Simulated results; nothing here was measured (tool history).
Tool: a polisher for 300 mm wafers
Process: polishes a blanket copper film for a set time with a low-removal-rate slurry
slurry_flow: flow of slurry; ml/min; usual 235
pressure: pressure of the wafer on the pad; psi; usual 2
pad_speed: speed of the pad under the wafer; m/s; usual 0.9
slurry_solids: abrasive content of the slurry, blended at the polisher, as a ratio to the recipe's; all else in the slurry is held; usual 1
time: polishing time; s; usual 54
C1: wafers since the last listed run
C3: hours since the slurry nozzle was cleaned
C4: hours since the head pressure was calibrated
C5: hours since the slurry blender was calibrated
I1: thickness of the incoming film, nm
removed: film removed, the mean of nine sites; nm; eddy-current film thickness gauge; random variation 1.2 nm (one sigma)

Run 1, hour 0: usual settings; C1 0; wafers polished on this pad 2159; C3 463.7; C4 634.3; C5 478.1; I1 1272.4. Result: removed 85.2 nm.
Run 2, hour 44.9: usual settings but slurry_flow 180 ml/min; C1 442; wafers polished on this pad 2602; C3 508.6; C4 679.2; C5 523; I1 1252.6. Result: removed 82.5 nm.
At hour 54.9: slurry blender recalibrated.
Run 3, hour 102.2: usual settings but slurry_flow 180 ml/min; C1 545; wafers polished on this pad 3147; C3 565.9; C4 736.5; C5 47.3; I1 1267.8. Result: removed 83.9 nm.
At hour 113.6: slurry nozzle cleaned.
Run 4, hour 173.5: usual settings but slurry_flow 180 ml/min; C1 693; wafers polished on this pad 3841; C3 59.9; C4 807.8; C5 118.6; I1 1263.3. Result: removed 82.7 nm.
At hour 251: worn pad replaced by a new one.
Run 5, hour 310.1: usual settings; C1 1307; wafers polished on this pad 583; C3 196.5; C4 944.4; C5 255.2; I1 1244.6. Result: removed 84.4 nm.
At hour 365.6: head pressure recalibrated.
Run 6, hour 435.8: usual settings; C1 1220; wafers polished on this pad 1803; C3 322.2; C4 70.2; C5 380.9; I1 1274.8. Result: removed 90.1 nm.
Run 7, hour 633: usual settings; C1 1944; wafers polished on this pad 3747; C3 519.4; C4 267.4; C5 578.1; I1 1268.2. Result: removed 87.2 nm.
At hour 642.4: slurry blender recalibrated.
At hour 694.7: slurry nozzle cleaned.
Run 8, hour 697.7: usual settings; C1 608; wafers polished on this pad 4356; C3 3; C4 332.1; C5 55.3; I1 1254.2. Result: removed 87.5 nm.
At hour 711.6: worn pad replaced by a new one.
Run 9, hour 750.5: usual settings but time 68 s; C1 481; wafers polished on this pad 383; C3 55.8; C4 384.9; C5 108.1; I1 1276.3. Result: removed 109.8 nm.
Run 10, hour 790.6: usual settings but slurry_flow 185 ml/min, pressure 1.8 psi; C1 395; wafers polished on this pad 779; C3 95.9; C4 425; C5 148.2; I1 1266.9. Result: removed 79.2 nm.
Run 11, hour 990.6: usual settings; C1 1972; wafers polished on this pad 2751; C3 295.9; C4 625; C5 348.2; I1 1266.2. Result: removed 84.4 nm.
Run 12, hour 1062.2: usual settings but slurry_flow 160 ml/min, pressure 2.6 psi, slurry_solids 1.2; C1 706; wafers polished on this pad 3457; C3 367.5; C4 696.6; C5 419.8; I1 1261. Result: removed 98.9 nm.
Run 13, hour 1119.8: usual settings; C1 568; wafers polished on this pad 4025; C3 425.1; C4 754.2; C5 477.4; I1 1271.3. Result: removed 85 nm.
At hour 1159.5: slurry nozzle cleaned.
Run 14, hour 1176: usual settings but slurry_solids 1.15; C1 544; wafers polished on this pad 4570; C3 16.5; C4 810.4; C5 533.6; I1 1258.7. Result: removed 87.9 nm.
At hour 1205.3: slurry blender recalibrated.
Run 15, hour 1222.3: usual settings; C1 436; wafers polished on this pad 5007; C3 62.8; C4 856.7; C5 17; I1 1284.8. Result: removed 84.1 nm.
At hour 1229.5: worn pad replaced by a new one.
Run 16, hour 1248.9: usual settings but pad_speed 0.6 m/s, slurry_solids 1.1, time 45 s; C1 222; wafers polished on this pad 190; C3 89.4; C4 883.3; C5 43.6; I1 1243.9. Result: removed 47.7 nm.
Run 17, hour 1274.3: usual settings but pad_speed 0.8 m/s, time 61 s; C1 250; wafers polished on this pad 441; C3 114.8; C4 908.7; C5 69; I1 1281.1. Result: removed 83.1 nm.
Run 18, hour 1306.9: usual settings but slurry_flow 185 ml/min, pressure 1.8 psi; C1 321; wafers polished on this pad 762; C3 147.4; C4 941.3; C5 101.6; I1 1277.2. Result: removed 78 nm.
Run 19, hour 1343.3: usual settings but pressure 2.3 psi, slurry_solids 1.15; C1 359; wafers polished on this pad 1121; C3 183.8; C4 977.7; C5 138; I1 1291.1. Result: removed 95.4 nm.
Run 20, hour 1514.9: usual settings but slurry_solids 1.15; C1 1692; wafers polished on this pad 2814; C3 355.4; C4 1149.3; C5 309.6; I1 1268.2. Result: removed 87.2 nm.
At hour 1575.5: head pressure recalibrated.
Run 21, hour 1576: usual settings but pad_speed 1.14 m/s, slurry_solids 0.8; C1 582; wafers polished on this pad 3397; C3 416.5; C4 0.5; C5 370.7; I1 1259.3. Result: removed 108.6 nm.
Run 22, hour 1616.8: usual settings; C1 402; wafers polished on this pad 3799; C3 457.3; C4 41.3; C5 411.5; I1 1268.6. Result: removed 90 nm.
Run 23, hour 1643.2: usual settings but pad_speed 0.58 m/s; C1 260; wafers polished on this pad 4060; C3 483.7; C4 67.7; C5 437.9; I1 1279.4. Result: removed 58.1 nm.
At hour 1674.4: worn pad replaced by a new one.
At hour 1674.6: slurry nozzle cleaned.
Run 24, hour 1698.5: usual settings but pressure 2.6 psi, pad_speed 0.76 m/s, slurry_solids 1.1; C1 504; wafers polished on this pad 235; C3 23.9; C4 123; C5 493.2; I1 1265.1. Result: removed 88.5 nm.
Run 25, hour 1744.6: usual settings but slurry_solids 0.85, time 38 s; C1 454; wafers polished on this pad 690; C3 70; C4 169.1; C5 539.3; I1 1249.1. Result: removed 60.6 nm.
At hour 1760.1: slurry blender recalibrated.
Run 26, hour 1811.5: usual settings; C1 640; wafers polished on this pad 1330; C3 136.9; C4 236; C5 51.4; I1 1280.5. Result: removed 87.4 nm.
Run 27, hour 1863.4: usual settings but pressure 2.5 psi, slurry_solids 0.7; C1 511; wafers polished on this pad 1842; C3 188.8; C4 287.9; C5 103.3; I1 1278.6. Result: removed 90.7 nm.
Run 28, hour 1935.3: usual settings but pressure 1.4 psi; C1 709; wafers polished on this pad 2551; C3 260.7; C4 359.8; C5 175.2; I1 1252. Result: removed 69.8 nm.
Run 29, hour 1990: usual settings but pad_speed 0.74 m/s; C1 539; wafers polished on this pad 3091; C3 315.4; C4 414.5; C5 229.9; I1 1254.3. Result: removed 70.9 nm.

Forecast each of these 5 alternatives for the next run:
Run A, hour 1990.4: usual settings but slurry_solids 0.9; C1 3; wafers polished on this pad 3094; C3 315.8; C4 414.9; C5 230.3; I1 1262.6. Result: removed ?.
Run B, hour 1990.4: usual settings but pressure 1.6 psi; C1 3; wafers polished on this pad 3094; C3 315.8; C4 414.9; C5 230.3; I1 1262.6. Result: removed ?.
Run C, hour 1990.4: usual settings but slurry_solids 1.25, time 45 s; C1 3; wafers polished on this pad 3094; C3 315.8; C4 414.9; C5 230.3; I1 1262.6. Result: removed ?.
Run D, hour 1990.4: usual settings but slurry_flow 285 ml/min, pad_speed 1.14 m/s, slurry_solids 0.75; C1 3; wafers polished on this pad 3094; C3 315.8; C4 414.9; C5 230.3; I1 1262.6. Result: removed ?.
Run E, hour 1990.4: usual settings but pad_speed 0.68 m/s, slurry_solids 1.2; C1 3; wafers polished on this pad 3094; C3 315.8; C4 414.9; C5 230.3; I1 1262.6. Result: removed ?.

run  removed
  A     85.6
  B       77
  C     76.4
  D    106.2
  E     68.7
Without the tool's hidden state the same runs would have given:
run  removed
  A     90.4
  B     81.3
  C     80.7
  D    112.1
  E     72.5

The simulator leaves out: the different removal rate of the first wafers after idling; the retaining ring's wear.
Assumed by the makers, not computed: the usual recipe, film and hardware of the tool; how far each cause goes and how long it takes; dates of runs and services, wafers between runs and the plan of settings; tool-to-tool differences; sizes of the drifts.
